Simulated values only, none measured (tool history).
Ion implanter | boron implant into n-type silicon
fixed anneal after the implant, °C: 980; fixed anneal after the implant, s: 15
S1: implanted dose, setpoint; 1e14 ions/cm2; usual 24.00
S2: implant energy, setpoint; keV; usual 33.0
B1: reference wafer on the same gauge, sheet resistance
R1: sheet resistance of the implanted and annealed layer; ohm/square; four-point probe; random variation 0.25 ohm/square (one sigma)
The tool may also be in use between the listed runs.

run,hour,S1,S2,B1,R1
1,0.0,27.59,33.0,60.92,66.37
2,190.6,27.59,33.0,60.85,66.69
3,353.6,19.16,33.0,60.86,80.41
4,420.5,19.16,33.0,60.88,80.21
5,463.5,19.16,33.0,60.96,80.21
6,535.0,24.00,33.0,60.89,70.74
7,578.1,24.00,33.0,60.89,71.20
8,648.0,24.00,37.5,60.90,69.86
# hour 701.1: gauge calibrated
9,718.4,24.00,37.5,60.90,69.80
10,768.3,26.91,29.0,60.90,69.35
11,838.9,26.91,29.0,60.93,69.11
12,904.5,24.00,37.0,60.93,69.82
# hour 948.8: extraction supply calibrated
13,952.2,24.00,25.5,60.93,75.22
14,981.2,17.16,29.5,60.85,86.56
15,1006.2,21.40,28.5,60.90,77.71
# hour 1029.1: Faraday cup replaced and dose calibrated
16,1067.2,18.40,24.5,60.91,87.41
17,1102.1,24.00,33.0,60.95,72.52
18,1145.3,29.32,22.5,60.90,73.32
19,1186.8,24.00,29.0,60.87,73.90
20,1242.2,19.16,33.0,60.89,81.34
21,1286.5,18.55,33.0,60.96,83.04
22,1323.7,28.68,36.5,60.91,65.10
23,1385.6,24.00,33.0,60.93,71.90
24,1440.6,19.90,25.0,60.89,83.06
25,1475.9,19.55,37.5,60.85,79.56

3 ways to go on from here, each from the tool as it stands after run 25. What would each give?
A,1476.3,24.00,33.0,?,?
B,1476.3,26.12,33.0,?,?
C,1476.3,30.06,29.0,?,?

run,B1,R1
A,60.93,72.03
B,60.93,69.05
C,60.93,66.80
Without the tool's hidden state the same runs would have given:
run,R1
A,73.23
B,70.14
C,67.66

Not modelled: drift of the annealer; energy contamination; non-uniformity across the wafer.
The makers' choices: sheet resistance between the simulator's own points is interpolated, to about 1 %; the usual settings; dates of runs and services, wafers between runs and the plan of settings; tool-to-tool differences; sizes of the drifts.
